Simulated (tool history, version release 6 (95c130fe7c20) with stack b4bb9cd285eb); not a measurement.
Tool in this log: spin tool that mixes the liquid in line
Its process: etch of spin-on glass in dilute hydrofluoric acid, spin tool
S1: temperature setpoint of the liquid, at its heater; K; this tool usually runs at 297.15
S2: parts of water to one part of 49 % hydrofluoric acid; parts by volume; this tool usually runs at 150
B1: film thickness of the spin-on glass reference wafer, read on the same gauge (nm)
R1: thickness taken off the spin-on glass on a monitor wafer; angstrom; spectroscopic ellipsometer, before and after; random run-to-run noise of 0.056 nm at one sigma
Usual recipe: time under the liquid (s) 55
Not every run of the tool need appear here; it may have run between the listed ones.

{"run": 1, "hour": 0.0, "S1": 297.15, "S2": 150, "time under the liquid (s)": 55, "B1": 69.98, "R1": 124.7}
{"run": 2, "hour": 12.7, "S1": 297.15, "S2": 150, "time under the liquid (s)": 55, "B1": 69.99, "R1": 124.8}
{"run": 3, "hour": 29.7, "S1": 297.15, "S2": 205, "time under the liquid (s)": 55, "B1": 70.04, "R1": 86.4}
{"run": 4, "hour": 46.1, "S1": 297.15, "S2": 205, "time under the liquid (s)": 55, "B1": 70, "R1": 86.4}
{"run": 5, "hour": 70.1, "S1": 297.15, "S2": 205, "time under the liquid (s)": 55, "B1": 70.05, "R1": 85.8}
{"run": 6, "hour": 92.3, "S1": 297.15, "S2": 150, "time under the liquid (s)": 55, "B1": 70.02, "R1": 124.6}
{"run": 7, "hour": 108.7, "S1": 297.15, "S2": 150, "time under the liquid (s)": 55, "B1": 70.04, "R1": 125.3}
{"run": 8, "hour": 125.1, "S1": 297.15, "S2": 150, "time under the liquid (s)": 55, "B1": 70.03, "R1": 125.5}
{"run": 9, "hour": 159.9, "S1": 297.15, "S2": 150, "time under the liquid (s)": 55, "B1": 70, "R1": 124.3}
{"run": 10, "hour": 172.1, "S1": 297.15, "S2": 150, "time under the liquid (s)": 55, "B1": 70.03, "R1": 125.2}
{"run": 11, "hour": 194.1, "S1": 294.15, "S2": 150, "time under the liquid (s)": 80, "B1": 69.99, "R1": 161.5}
{"run": 12, "hour": 229.8, "S1": 294.15, "S2": 150, "time under the liquid (s)": 80, "B1": 69.98, "R1": 162.8}
{"run": 13, "hour": 251.2, "S1": 297.15, "S2": 150, "time under the liquid (s)": 55, "B1": 70, "R1": 125.3}
{"run": 14, "hour": 264.8, "S1": 297.15, "S2": 150, "time under the liquid (s)": 55, "B1": 69.99, "R1": 126.3}
{"run": 15, "hour": 297.5, "S1": 297.15, "S2": 150, "time under the liquid (s)": 55, "B1": 70.01, "R1": 127.4}
{"run": 16, "hour": 333.2, "S1": 297.15, "S2": 150, "time under the liquid (s)": 55, "B1": 70.04, "R1": 126.7}
{"run": 17, "hour": 357.3, "S1": 300.15, "S2": 150, "time under the liquid (s)": 55, "B1": 69.99, "R1": 143.3}
{"run": 18, "hour": 371.9, "S1": 298.65, "S2": 150, "time under the liquid (s)": 55, "B1": 70.02, "R1": 135.6}
{"run": 19, "hour": 394.7, "S1": 297.15, "S2": 150, "time under the liquid (s)": 45, "B1": 70, "R1": 104.5}
{"run": 20, "hour": 460.2, "S1": 297.15, "S2": 150, "time under the liquid (s)": 55, "B1": 70.01, "R1": 123.3}
{"run": 21, "hour": 486.9, "S1": 297.15, "S2": 75, "time under the liquid (s)": 55, "B1": 69.98, "R1": 272}
{"run": 22, "hour": 505.6, "S1": 297.15, "S2": 115, "time under the liquid (s)": 55, "B1": 69.98, "R1": 168.5}
{"run": 23, "hour": 528.7, "S1": 295.65, "S2": 150, "time under the liquid (s)": 40, "B1": 69.98, "R1": 84.8}
{"run": 24, "hour": 551.0, "S1": 297.15, "S2": 150, "time under the liquid (s)": 55, "B1": 70.01, "R1": 123.9}
{"run": 25, "hour": 564.9, "S1": 297.15, "S2": 95, "time under the liquid (s)": 55, "B1": 70.01, "R1": 208.4}
{"run": 26, "hour": 584.4, "S1": 297.15, "S2": 210, "time under the liquid (s)": 25, "B1": 70, "R1": 37.8}
{"run": 27, "hour": 607.4, "S1": 299.65, "S2": 150, "time under the liquid (s)": 55, "B1": 70.05, "R1": 137.1}
{"run": 28, "hour": 634.7, "S1": 293.15, "S2": 175, "time under the liquid (s)": 40, "B1": 70.01, "R1": 64.6}
{"run": 29, "hour": 654.6, "S1": 292.65, "S2": 150, "time under the liquid (s)": 25, "B1": 70.05, "R1": 47.4}
{"run": 30, "hour": 675.1, "S1": 297.15, "S2": 150, "time under the liquid (s)": 85, "B1": 70.01, "R1": 192.1}
{"run": 31, "hour": 692.4, "S1": 297.15, "S2": 110, "time under the liquid (s)": 55, "B1": 69.98, "R1": 178}
{"run": 32, "hour": 722.6, "S1": 297.15, "S2": 125, "time under the liquid (s)": 55, "B1": 70.05, "R1": 153.7}
{"run": 33, "hour": 754.6, "S1": 297.15, "S2": 215, "time under the liquid (s)": 45, "B1": 69.99, "R1": 66}
{"run": 34, "hour": 770.4, "S1": 297.15, "S2": 125, "time under the liquid (s)": 55, "B1": 70.02, "R1": 154.1}

Between the runs listed above, the log contained 4 entries, not reproduced here. Where in the sequence does each belong, and how does what the log doesn't record of the tool's condition differ from the listed run before to the listed run after?
Logged between run 12 and run 13: gauge calibrated (hour 250.6)
  hydrofluoric acid flow above the setpoint (%): 1.57 -> 1.63
  measured minus no-state result, R1: +2.9 -> +2.3 angstrom
Logged between run 14 and run 15: hydrofluoric acid flow meter replaced (hour 285.5); thermometer replaced (hour 286)
  hydrofluoric acid flow above the setpoint (%): 1.66 -> 2.75
  measured minus no-state result, R1: +2.4 -> +4 angstrom
Logged between run 19 and run 20: hydrofluoric acid flow meter replaced, repeated, since the last time left the tool worse (hour 430.4)
  hydrofluoric acid flow above the setpoint (%): 3.01 -> 0.133
  measured minus no-state result, R1: +3.6 -> +0.2 angstrom
